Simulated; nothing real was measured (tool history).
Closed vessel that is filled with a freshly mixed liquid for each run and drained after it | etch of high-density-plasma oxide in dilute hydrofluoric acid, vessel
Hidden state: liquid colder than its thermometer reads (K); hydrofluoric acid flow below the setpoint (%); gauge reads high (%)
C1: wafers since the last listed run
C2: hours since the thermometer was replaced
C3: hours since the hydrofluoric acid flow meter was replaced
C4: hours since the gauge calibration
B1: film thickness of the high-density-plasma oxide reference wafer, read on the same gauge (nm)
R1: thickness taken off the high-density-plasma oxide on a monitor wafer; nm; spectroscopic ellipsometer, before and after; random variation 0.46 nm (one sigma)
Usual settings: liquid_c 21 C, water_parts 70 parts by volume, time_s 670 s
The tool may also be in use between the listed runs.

Run 1, hour 0: usual settings; C1 0; C2 2438.4; C3 72.4; C4 306.8; B1 59.98. Result: R1 60.19 nm.
Run 2, hour 16.8: usual settings; C1 875; C2 2455.2; C3 89.2; C4 323.6; B1 60.01. Result: R1 60.72 nm.
Run 3, hour 32.9: usual settings; C1 838; C2 2471.3; C3 105.3; C4 339.7; B1 60.02. Result: R1 61.18 nm.
At hour 51.7: gauge calibrated.
Run 4, hour 52.4: usual settings; C1 1015; C2 2490.8; C3 124.8; C4 0.7; B1 59.99. Result: R1 59.99 nm.
Run 5, hour 70.9: usual settings; C1 963; C2 2509.3; C3 143.3; C4 19.2; B1 60.01. Result: R1 60.9 nm.
Run 6, hour 84.6: usual settings; C1 713; C2 2523; C3 157; C4 32.9; B1 60.01. Result: R1 61.87 nm.
Run 7, hour 107.9: usual settings but water_parts 50 parts by volume, time_s 355 s; C1 1213; C2 2546.3; C3 180.3; C4 56.2; B1 60.01. Result: R1 46.53 nm.
Run 8, hour 127.2: usual settings but water_parts 50 parts by volume, time_s 355 s; C1 1005; C2 2565.6; C3 199.6; C4 75.5; B1 59.99. Result: R1 45.76 nm.
Run 9, hour 145.6: usual settings but water_parts 50 parts by volume, time_s 355 s; C1 958; C2 2584; C3 218; C4 93.9; B1 59.97. Result: R1 46.04 nm.
At hour 232.8: thermometer replaced.
Run 10, hour 242.7: usual settings but liquid_c 22.5 C, water_parts 95 parts by volume; C1 5005; C2 9.9; C3 315.1; C4 191; B1 59.99. Result: R1 46.5 nm.
Run 11, hour 272.2: usual settings but liquid_c 17.5 C; C1 1536; C2 39.4; C3 344.6; C4 220.5; B1 60. Result: R1 52.33 nm.
Run 12, hour 297.9: usual settings but liquid_c 17.5 C; C1 1338; C2 65.1; C3 370.3; C4 246.2; B1 60. Result: R1 52.64 nm.

The next listed run, before its measurement:
Run 13, hour 322.7: usual settings but time_s 775 s; C1 1291; C2 89.9; C3 395.1; C4 271; B1 ?. Result: R1 ?.

{"run 13": {"B1": 59.99, "R1": 71.35}}
Without the tool's hidden state the same run would have given R1 71.35 nm.

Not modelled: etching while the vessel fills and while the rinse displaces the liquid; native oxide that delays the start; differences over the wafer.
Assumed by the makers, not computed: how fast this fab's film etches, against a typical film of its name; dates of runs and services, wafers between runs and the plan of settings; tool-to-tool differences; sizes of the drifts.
